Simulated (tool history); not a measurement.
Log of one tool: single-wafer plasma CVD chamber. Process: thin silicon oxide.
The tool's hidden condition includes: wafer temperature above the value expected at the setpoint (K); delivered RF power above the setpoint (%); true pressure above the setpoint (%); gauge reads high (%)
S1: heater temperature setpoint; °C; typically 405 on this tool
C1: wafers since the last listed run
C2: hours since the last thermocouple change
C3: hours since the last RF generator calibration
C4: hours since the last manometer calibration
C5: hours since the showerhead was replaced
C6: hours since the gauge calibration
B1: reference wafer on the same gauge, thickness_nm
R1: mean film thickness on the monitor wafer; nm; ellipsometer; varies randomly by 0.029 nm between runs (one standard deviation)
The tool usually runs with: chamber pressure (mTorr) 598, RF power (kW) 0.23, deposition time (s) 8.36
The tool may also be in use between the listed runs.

{"run": 1, "hour": 0.0, "S1": 405, "chamber pressure (mTorr)": 685, "RF power (kW)": 0.23, "deposition time (s)": 8.36, "C1": 0, "C2": 3091.1, "C3": 818, "C4": 2134.1, "C5": 2659.4, "C6": 338.4, "B1": 10.995, "R1": 11.047}
{"run": 2, "hour": 15.2, "S1": 405, "chamber pressure (mTorr)": 598, "RF power (kW)": 0.23, "deposition time (s)": 8.36, "C1": 372, "C2": 3106.3, "C3": 833.2, "C4": 2149.3, "C5": 2674.6, "C6": 353.6, "B1": 10.997, "R1": 10.205}
{"run": 3, "hour": 31.3, "S1": 405, "chamber pressure (mTorr)": 598, "RF power (kW)": 0.23, "deposition time (s)": 8.36, "C1": 394, "C2": 3122.4, "C3": 849.3, "C4": 2165.4, "C5": 2690.7, "C6": 369.7, "B1": 11.003, "R1": 10.271}
{"run": 4, "hour": 41.5, "S1": 405, "chamber pressure (mTorr)": 598, "RF power (kW)": 0.23, "deposition time (s)": 8.36, "C1": 249, "C2": 3132.6, "C3": 859.5, "C4": 2175.6, "C5": 2700.9, "C6": 379.9, "B1": 11.006, "R1": 10.202}
{"run": 5, "hour": 50.0, "S1": 405, "chamber pressure (mTorr)": 489, "RF power (kW)": 0.23, "deposition time (s)": 8.36, "C1": 208, "C2": 3141.1, "C3": 868, "C4": 2184.1, "C5": 2709.4, "C6": 388.4, "B1": 10.997, "R1": 9.116}
{"run": 6, "hour": 65.7, "S1": 405, "chamber pressure (mTorr)": 598, "RF power (kW)": 0.23, "deposition time (s)": 8.36, "C1": 384, "C2": 3156.8, "C3": 883.7, "C4": 2199.8, "C5": 2725.1, "C6": 404.1, "B1": 10.996, "R1": 10.183}
{"run": 7, "hour": 76.3, "S1": 405, "chamber pressure (mTorr)": 598, "RF power (kW)": 0.23, "deposition time (s)": 8.36, "C1": 259, "C2": 3167.4, "C3": 894.3, "C4": 2210.4, "C5": 2735.7, "C6": 414.7, "B1": 10.996, "R1": 10.204}
{"hour": 87.7, "done": "RF generator calibrated"}
{"run": 8, "hour": 91.4, "S1": 405, "chamber pressure (mTorr)": 598, "RF power (kW)": 0.205, "deposition time (s)": 8.36, "C1": 173, "C2": 3182.5, "C3": 3.7, "C4": 2225.5, "C5": 2750.8, "C6": 429.8, "B1": 10.992, "R1": 9.602}
{"run": 9, "hour": 98.4, "S1": 405, "chamber pressure (mTorr)": 598, "RF power (kW)": 0.205, "deposition time (s)": 8.36, "C1": 171, "C2": 3189.5, "C3": 10.7, "C4": 2232.5, "C5": 2757.8, "C6": 436.8, "B1": 11.004, "R1": 9.647}
{"run": 10, "hour": 114.5, "S1": 405, "chamber pressure (mTorr)": 598, "RF power (kW)": 0.23, "deposition time (s)": 8.36, "C1": 394, "C2": 3205.6, "C3": 26.8, "C4": 2248.6, "C5": 2773.9, "C6": 452.9, "B1": 11.004, "R1": 10.189}
{"run": 11, "hour": 124.0, "S1": 405, "chamber pressure (mTorr)": 598, "RF power (kW)": 0.23, "deposition time (s)": 8.36, "C1": 232, "C2": 3215.1, "C3": 36.3, "C4": 2258.1, "C5": 2783.4, "C6": 462.4, "B1": 11.003, "R1": 10.164}
{"run": 12, "hour": 136.8, "S1": 405, "chamber pressure (mTorr)": 520, "RF power (kW)": 0.185, "deposition time (s)": 9.39, "C1": 313, "C2": 3227.9, "C3": 49.1, "C4": 2270.9, "C5": 2796.2, "C6": 475.2, "B1": 11.007, "R1": 9.347}
{"hour": 149.5, "done": "gauge calibrated"}
{"hour": 191.7, "done": "showerhead replaced, of another model than before"}
{"run": 13, "hour": 192.2, "S1": 400, "chamber pressure (mTorr)": 598, "RF power (kW)": 0.23, "deposition time (s)": 7.31, "C1": 1160, "C2": 3283.3, "C3": 104.5, "C4": 2326.3, "C5": 0.5, "C6": 42.7, "B1": 11.001, "R1": 9.239}
{"run": 14, "hour": 196.5, "S1": 398, "chamber pressure (mTorr)": 598, "RF power (kW)": 0.23, "deposition time (s)": 8.36, "C1": 105, "C2": 3287.6, "C3": 108.8, "C4": 2330.6, "C5": 4.8, "C6": 47, "B1": 10.999, "R1": 10.504}
{"hour": 217.2, "done": "thermocouple changed; heater temperature recalibrated"}
{"hour": 224.6, "done": "capacitance manometer re-zeroed and calibrated"}
{"run": 15, "hour": 225.1, "S1": 405, "chamber pressure (mTorr)": 598, "RF power (kW)": 0.23, "deposition time (s)": 7.52, "C1": 321, "C2": 7.9, "C3": 137.4, "C4": 0.5, "C5": 33.4, "C6": 75.6, "B1": 11.002, "R1": 8.745}
{"run": 16, "hour": 228.5, "S1": 405, "chamber pressure (mTorr)": 598, "RF power (kW)": 0.23, "deposition time (s)": 8.36, "C1": 83, "C2": 11.3, "C3": 140.8, "C4": 3.9, "C5": 36.8, "C6": 79, "B1": 10.991, "R1": 9.723}
{"run": 17, "hour": 259.5, "S1": 393, "chamber pressure (mTorr)": 598, "RF power (kW)": 0.23, "deposition time (s)": 8.36, "C1": 759, "C2": 42.3, "C3": 171.8, "C4": 34.9, "C5": 67.8, "C6": 110, "B1": 10.993, "R1": 9.825}
{"run": 18, "hour": 267.8, "S1": 413, "chamber pressure (mTorr)": 598, "RF power (kW)": 0.23, "deposition time (s)": 7.16, "C1": 203, "C2": 50.6, "C3": 180.1, "C4": 43.2, "C5": 76.1, "C6": 118.3, "B1": 10.996, "R1": 8.312}
{"run": 19, "hour": 281.7, "S1": 405, "chamber pressure (mTorr)": 495, "RF power (kW)": 0.25, "deposition time (s)": 8.36, "C1": 340, "C2": 64.5, "C3": 194, "C4": 57.1, "C5": 90, "C6": 132.2, "B1": 11.004, "R1": 8.748}
{"run": 20, "hour": 296.0, "S1": 405, "chamber pressure (mTorr)": 488, "RF power (kW)": 0.23, "deposition time (s)": 8.36, "C1": 350, "C2": 78.8, "C3": 208.3, "C4": 71.4, "C5": 104.3, "C6": 146.5, "B1": 10.998, "R1": 8.072}
{"run": 21, "hour": 309.4, "S1": 405, "chamber pressure (mTorr)": 598, "RF power (kW)": 0.23, "deposition time (s)": 8.36, "C1": 328, "C2": 92.2, "C3": 221.7, "C4": 84.8, "C5": 117.7, "C6": 159.9, "B1": 11.003, "R1": 9.797}
{"run": 22, "hour": 323.6, "S1": 405, "chamber pressure (mTorr)": 489, "RF power (kW)": 0.23, "deposition time (s)": 8.36, "C1": 347, "C2": 106.4, "C3": 235.9, "C4": 99, "C5": 131.9, "C6": 174.1, "B1": 11.014, "R1": 8.179}
{"run": 23, "hour": 335.8, "S1": 405, "chamber pressure (mTorr)": 598, "RF power (kW)": 0.21, "deposition time (s)": 8.36, "C1": 298, "C2": 118.6, "C3": 248.1, "C4": 111.2, "C5": 144.1, "C6": 186.3, "B1": 10.995, "R1": 9.035}
{"run": 24, "hour": 349.1, "S1": 405, "chamber pressure (mTorr)": 598, "RF power (kW)": 0.23, "deposition time (s)": 8.36, "C1": 325, "C2": 131.9, "C3": 261.4, "C4": 124.5, "C5": 157.4, "C6": 199.6, "B1": 10.998, "R1": 9.804}
{"run": 25, "hour": 366.9, "S1": 405, "chamber pressure (mTorr)": 598, "RF power (kW)": 0.23, "deposition time (s)": 8.36, "C1": 435, "C2": 149.7, "C3": 279.2, "C4": 142.3, "C5": 175.2, "C6": 217.4, "B1": 11.011, "R1": 9.856}
{"run": 26, "hour": 377.9, "S1": 419, "chamber pressure (mTorr)": 660, "RF power (kW)": 0.215, "deposition time (s)": 7.59, "C1": 269, "C2": 160.7, "C3": 290.2, "C4": 153.3, "C5": 186.2, "C6": 228.4, "B1": 11.003, "R1": 9.146}
{"run": 27, "hour": 385.0, "S1": 405, "chamber pressure (mTorr)": 598, "RF power (kW)": 0.185, "deposition time (s)": 7.02, "C1": 173, "C2": 167.8, "C3": 297.3, "C4": 160.4, "C5": 193.3, "C6": 235.5, "B1": 10.989, "R1": 6.732}
{"run": 28, "hour": 400.5, "S1": 417, "chamber pressure (mTorr)": 598, "RF power (kW)": 0.23, "deposition time (s)": 9.96, "C1": 379, "C2": 183.3, "C3": 312.8, "C4": 175.9, "C5": 208.8, "C6": 251, "B1": 10.999, "R1": 11.614}

5 ways to go on from here, each from the tool as it stands after run 28. What would each give?
{"run": "A", "hour": 400.9, "S1": 405, "chamber pressure (mTorr)": 598, "RF power (kW)": 0.23, "deposition time (s)": 9.72, "C1": 9, "C2": 183.7, "C3": 313.2, "C4": 176.3, "C5": 209.2, "C6": 251.4, "B1": "?", "R1": "?"}
{"run": "B", "hour": 400.9, "S1": 418, "chamber pressure (mTorr)": 598, "RF power (kW)": 0.255, "deposition time (s)": 8.36, "C1": 9, "C2": 183.7, "C3": 313.2, "C4": 176.3, "C5": 209.2, "C6": 251.4, "B1": "?", "R1": "?"}
{"run": "C", "hour": 400.9, "S1": 405, "chamber pressure (mTorr)": 688, "RF power (kW)": 0.23, "deposition time (s)": 7.93, "C1": 9, "C2": 183.7, "C3": 313.2, "C4": 176.3, "C5": 209.2, "C6": 251.4, "B1": "?", "R1": "?"}
{"run": "D", "hour": 400.9, "S1": 414, "chamber pressure (mTorr)": 546, "RF power (kW)": 0.26, "deposition time (s)": 6.88, "C1": 9, "C2": 183.7, "C3": 313.2, "C4": 176.3, "C5": 209.2, "C6": 251.4, "B1": "?", "R1": "?"}
{"run": "E", "hour": 400.9, "S1": 394, "chamber pressure (mTorr)": 647, "RF power (kW)": 0.255, "deposition time (s)": 7.22, "C1": 9, "C2": 183.7, "C3": 313.2, "C4": 176.3, "C5": 209.2, "C6": 251.4, "B1": "?", "R1": "?"}

run=A B1=10.993 R1=11.397
run=B B1=10.993 R1=10.488
run=C B1=10.993 R1=10.576
run=D B1=10.993 R1=8.077
run=E B1=10.993 R1=9.909
What these runs would have given with no unlogged condition in the tool:
run=A R1=11.261
run=B R1=10.362
run=C R1=10.449
run=D R1=7.977
run=E R1=9.791
